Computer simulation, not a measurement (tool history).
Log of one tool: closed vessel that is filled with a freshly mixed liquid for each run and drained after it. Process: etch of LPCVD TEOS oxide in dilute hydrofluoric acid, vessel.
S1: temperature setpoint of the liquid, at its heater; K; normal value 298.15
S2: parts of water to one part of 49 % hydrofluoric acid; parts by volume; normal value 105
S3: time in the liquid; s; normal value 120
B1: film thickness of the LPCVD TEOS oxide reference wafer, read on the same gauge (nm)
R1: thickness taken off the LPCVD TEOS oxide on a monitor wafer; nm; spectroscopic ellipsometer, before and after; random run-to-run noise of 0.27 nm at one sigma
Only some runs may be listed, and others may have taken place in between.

run,hour,S1,S2,S3,B1,R1
1,0.0,298.15,105,120,130.07,55.41
2,62.4,298.15,105,120,130.00,55.03
3,115.8,298.15,105,120,129.97,55.14
4,160.4,298.15,105,140,129.99,64.48
5,215.6,298.15,105,140,129.99,64.03
6,283.4,298.15,105,140,129.97,64.87
7,328.4,298.15,65,120,130.03,94.54
8,397.8,298.15,65,120,130.03,94.19
# hour 399.6: thermometer replaced
9,432.9,298.15,65,120,130.00,91.90
10,488.1,298.15,125,120,130.01,43.78
11,518.4,298.15,105,120,130.03,53.98
12,551.6,302.15,105,170,130.03,89.19
13,583.5,298.15,105,120,130.01,54.00
14,654.4,298.15,105,120,130.00,53.95
15,688.1,298.15,105,120,130.00,54.00
# hour 700.1: gauge calibrated
16,741.4,296.65,140,80,129.98,24.53
17,811.8,300.65,90,90,129.95,53.19
18,863.3,294.15,90,65,130.05,29.70
# hour 883.1: hydrofluoric acid flow meter replaced
19,902.2,298.15,105,175,130.02,78.77
20,973.9,294.65,90,55,130.06,25.75
21,1023.9,298.15,105,120,130.01,54.61
22,1076.2,293.65,70,95,130.00,55.89
23,1140.0,298.15,105,75,130.03,33.82
24,1175.4,301.15,70,85,129.98,68.21
25,1200.7,298.15,120,120,129.99,46.61
26,1247.4,298.15,105,120,130.00,54.12
27,1309.5,298.15,130,155,130.02,55.12
28,1376.6,296.65,65,175,129.99,127.12
29,1433.0,298.15,145,120,129.98,37.70
30,1474.3,298.15,105,120,129.97,54.86
31,1524.9,298.15,105,120,130.03,54.23
32,1551.1,298.15,105,160,130.02,72.51
33,1578.1,302.15,80,120,130.00,87.24

What if the next run were any one of these 4? Each begins from the tool's condition after run 33:
A,1578.8,298.15,105,120,?,?
B,1578.8,293.65,150,160,?,?
C,1578.8,303.15,105,170,?,?
D,1578.8,294.15,65,185,?,?

run,B1,R1
A,130.05,54.25
B,130.05,40.29
C,130.05,92.97
D,130.05,120.83
With the hidden condition removed and each run's random variation left untouched, the same runs would have given:
run,R1
A,53.49
B,39.72
C,91.73
D,119.03
